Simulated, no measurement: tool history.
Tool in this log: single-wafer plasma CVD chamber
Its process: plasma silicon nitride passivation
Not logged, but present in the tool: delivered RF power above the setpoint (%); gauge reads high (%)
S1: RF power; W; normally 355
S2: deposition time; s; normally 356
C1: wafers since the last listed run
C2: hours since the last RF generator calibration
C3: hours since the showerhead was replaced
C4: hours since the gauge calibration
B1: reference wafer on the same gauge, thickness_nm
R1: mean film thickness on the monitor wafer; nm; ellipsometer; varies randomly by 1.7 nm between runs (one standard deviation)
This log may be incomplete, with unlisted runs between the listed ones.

{"run": 1, "hour": 0.0, "S1": 405, "S2": 356, "C1": 0, "C2": 1365.8, "C3": 4847.4, "C4": 526.1, "B1": 404.275, "R1": 512.41}
{"run": 2, "hour": 50.0, "S1": 355, "S2": 356, "C1": 204, "C2": 1415.8, "C3": 4897.4, "C4": 576.1, "B1": 404.143, "R1": 490.442}
{"run": 3, "hour": 110.4, "S1": 355, "S2": 356, "C1": 246, "C2": 1476.2, "C3": 4957.8, "C4": 636.5, "B1": 404.164, "R1": 488.722}
{"run": 4, "hour": 169.1, "S1": 315, "S2": 356, "C1": 239, "C2": 1534.9, "C3": 5016.5, "C4": 695.2, "B1": 403.879, "R1": 470.013}
{"run": 5, "hour": 209.5, "S1": 315, "S2": 356, "C1": 164, "C2": 1575.3, "C3": 5056.9, "C4": 735.6, "B1": 403.729, "R1": 467.267}
{"run": 6, "hour": 242.1, "S1": 355, "S2": 410, "C1": 133, "C2": 1607.9, "C3": 5089.5, "C4": 768.2, "B1": 403.771, "R1": 566.437}
{"run": 7, "hour": 288.9, "S1": 355, "S2": 410, "C1": 191, "C2": 1654.7, "C3": 5136.3, "C4": 815.0, "B1": 404.199, "R1": 564.12}
{"run": 8, "hour": 324.8, "S1": 355, "S2": 356, "C1": 146, "C2": 1690.6, "C3": 5172.2, "C4": 850.9, "B1": 403.669, "R1": 486.056}
{"run": 9, "hour": 395.7, "S1": 355, "S2": 356, "C1": 289, "C2": 1761.5, "C3": 5243.1, "C4": 921.8, "B1": 403.721, "R1": 487.568}
{"hour": 414.9, "done": "gauge calibrated"}
{"hour": 416.3, "done": "RF generator calibrated"}
{"run": 10, "hour": 467.3, "S1": 355, "S2": 356, "C1": 259, "C2": 51.0, "C3": 5314.7, "C4": 52.4, "B1": 404.167, "R1": 502.487}
{"run": 11, "hour": 495.6, "S1": 355, "S2": 402, "C1": 115, "C2": 79.3, "C3": 5343.0, "C4": 80.7, "B1": 404.091, "R1": 569.06}
{"run": 12, "hour": 565.7, "S1": 285, "S2": 356, "C1": 286, "C2": 149.4, "C3": 5413.1, "C4": 150.8, "B1": 403.97, "R1": 465.14}
{"run": 13, "hour": 601.6, "S1": 355, "S2": 356, "C1": 146, "C2": 185.3, "C3": 5449.0, "C4": 186.7, "B1": 404.303, "R1": 500.519}
{"hour": 618.4, "done": "showerhead replaced"}
{"run": 14, "hour": 670.7, "S1": 310, "S2": 314, "C1": 249, "C2": 254.4, "C3": 52.3, "C4": 255.8, "B1": 404.043, "R1": 422.755}
{"run": 15, "hour": 735.5, "S1": 395, "S2": 398, "C1": 264, "C2": 319.2, "C3": 117.1, "C4": 320.6, "B1": 403.442, "R1": 578.67}
{"run": 16, "hour": 794.1, "S1": 420, "S2": 295, "C1": 239, "C2": 377.8, "C3": 175.7, "C4": 379.2, "B1": 403.66, "R1": 439.481}
{"run": 17, "hour": 851.0, "S1": 285, "S2": 296, "C1": 232, "C2": 434.7, "C3": 232.6, "C4": 436.1, "B1": 404.008, "R1": 383.424}
{"run": 18, "hour": 899.6, "S1": 355, "S2": 356, "C1": 198, "C2": 483.3, "C3": 281.2, "C4": 484.7, "B1": 404.237, "R1": 499.509}
{"run": 19, "hour": 955.8, "S1": 355, "S2": 356, "C1": 229, "C2": 539.5, "C3": 337.4, "C4": 540.9, "B1": 403.711, "R1": 496.408}
{"run": 20, "hour": 980.3, "S1": 315, "S2": 356, "C1": 100, "C2": 564.0, "C3": 361.9, "C4": 565.4, "B1": 404.071, "R1": 477.18}
{"run": 21, "hour": 1043.9, "S1": 390, "S2": 409, "C1": 259, "C2": 627.6, "C3": 425.5, "C4": 629.0, "B1": 404.031, "R1": 586.856}
{"run": 22, "hour": 1084.6, "S1": 315, "S2": 307, "C1": 166, "C2": 668.3, "C3": 466.2, "C4": 669.7, "B1": 404.17, "R1": 407.718}

Each row is a separate what-if for the run after 22, all from the same tool condition, not one after another. Results?
{"run": "A", "hour": 1085.1, "S1": 415, "S2": 356, "C1": 2, "C2": 668.8, "C3": 466.7, "C4": 670.2, "B1": "?", "R1": "?"}
{"run": "B", "hour": 1085.1, "S1": 355, "S2": 412, "C1": 2, "C2": 668.8, "C3": 466.7, "C4": 670.2, "B1": "?", "R1": "?"}
{"run": "C", "hour": 1085.1, "S1": 355, "S2": 418, "C1": 2, "C2": 668.8, "C3": 466.7, "C4": 670.2, "B1": "?", "R1": "?"}
{"run": "D", "hour": 1085.1, "S1": 355, "S2": 300, "C1": 2, "C2": 668.8, "C3": 466.7, "C4": 670.2, "B1": "?", "R1": "?"}
{"run": "E", "hour": 1085.1, "S1": 305, "S2": 398, "C1": 2, "C2": 668.8, "C3": 466.7, "C4": 670.2, "B1": "?", "R1": "?"}

run=A B1=404.267 R1=525.015
run=B B1=404.267 R1=575.609
run=C B1=404.267 R1=583.991
run=D B1=404.267 R1=419.132
run=E B1=404.267 R1=526.833
With the hidden condition removed and each run's random variation left untouched, the same runs would have given:
run=A R1=531.296
run=B R1=582.495
run=C R1=590.977
run=D R1=424.147
run=E R1=533.136
